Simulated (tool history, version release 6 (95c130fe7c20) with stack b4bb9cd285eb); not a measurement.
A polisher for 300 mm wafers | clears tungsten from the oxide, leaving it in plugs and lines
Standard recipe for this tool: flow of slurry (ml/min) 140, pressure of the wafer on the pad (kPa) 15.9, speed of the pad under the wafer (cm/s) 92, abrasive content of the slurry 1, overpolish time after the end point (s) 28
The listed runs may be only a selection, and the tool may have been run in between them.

| run | day | flow of slurry (ml/min) | pressure of the wafer on the pad (kPa) | speed of the pad under the wafer (cm/s) | abrasive content of the slurry | overpolish time after the end point (s) | incoming thickness of the incoming film, nm | time until the end point was called (s) |
|---|---|---|---|---|---|---|---|---|
| 1 | 0 | 140 | 15.9 | 92 | 1 | 28 | 280.8 | 84 |
|  | 1.1 | slurry blender recalibrated |
| 2 | 2.929 | 140 | 15.9 | 92 | 1 | 28 | 270.7 | 81.1 |
| 3 | 4.633 | 140 | 15.9 | 92 | 1 | 28 | 272.9 | 83.7 |
| 4 | 8.758 | 115 | 15.9 | 92 | 1 | 28 | 271.7 | 86.3 |
| 5 | 10.621 | 140 | 15.9 | 92 | 1 | 28 | 273.7 | 82.5 |
| 6 | 14.208 | 140 | 15.9 | 92 | 1.2 | 13 | 273.9 | 79.5 |
|  | 14.621 | slurry tank refilled with fresh slurry and peroxide |
| 7 | 17.325 | 140 | 15.9 | 92 | 0.9 | 28 | 271.7 | 85.7 |
|  | 19.6 | worn pad replaced by a new one |
|  | 21.129 | head pressure recalibrated, repeated, since the last time left the tool worse |
|  | 21.3 | slurry nozzle cleaned |
| 8 | 21.629 | 175 | 15.9 | 92 | 0.8 | 20 | 275.3 | 93.5 |
|  | 23.892 | slurry blender recalibrated |
| 9 | 23.912 | 140 | 15.9 | 92 | 1 | 42 | 275.1 | 92.3 |
| 10 | 27.738 | 140 | 13.1 | 92 | 1.3 | 28 | 278.2 | 105.5 |
| 11 | 30.196 | 90 | 15.9 | 92 | 1 | 28 | 276.9 | 105.8 |
| 12 | 33.104 | 140 | 15.9 | 92 | 1 | 28 | 274.3 | 93.3 |
| 13 | 36.025 | 140 | 15.9 | 76 | 1.3 | 14 | 275.3 | 102.5 |
|  | 38.017 | slurry tank refilled with fresh slurry and peroxide |
| 14 | 38.742 | 165 | 15.9 | 74 | 0.7 | 28 | 272.8 | 120.9 |
| 15 | 41.542 | 140 | 15.9 | 92 | 1 | 28 | 276.2 | 94.8 |
|  | 43.329 | slurry nozzle cleaned |
|  | 43.958 | worn pad replaced by a new one |
| 16 | 43.979 | 140 | 20.7 | 68 | 1 | 33 | 273.7 | 95.1 |
| 17 | 45.888 | 140 | 15.9 | 92 | 1 | 28 | 273.2 | 93.7 |
|  | 46.883 | slurry blender recalibrated |
| 18 | 48.783 | 140 | 15.9 | 92 | 1 | 28 | 275.6 | 96 |

Run 19, settings as shown, results not yet in. Your forecast:
| 19 | 52.146 | 140 | 15.9 | 92 | 1 | 28 | 276.7 | ? |

{"run 19": {"time until the end point was called (s)": 97.5}}
Were there no unlogged condition in the tool, this run, its random variation unchanged, would have produced time until the end point was called (s) 93.4.
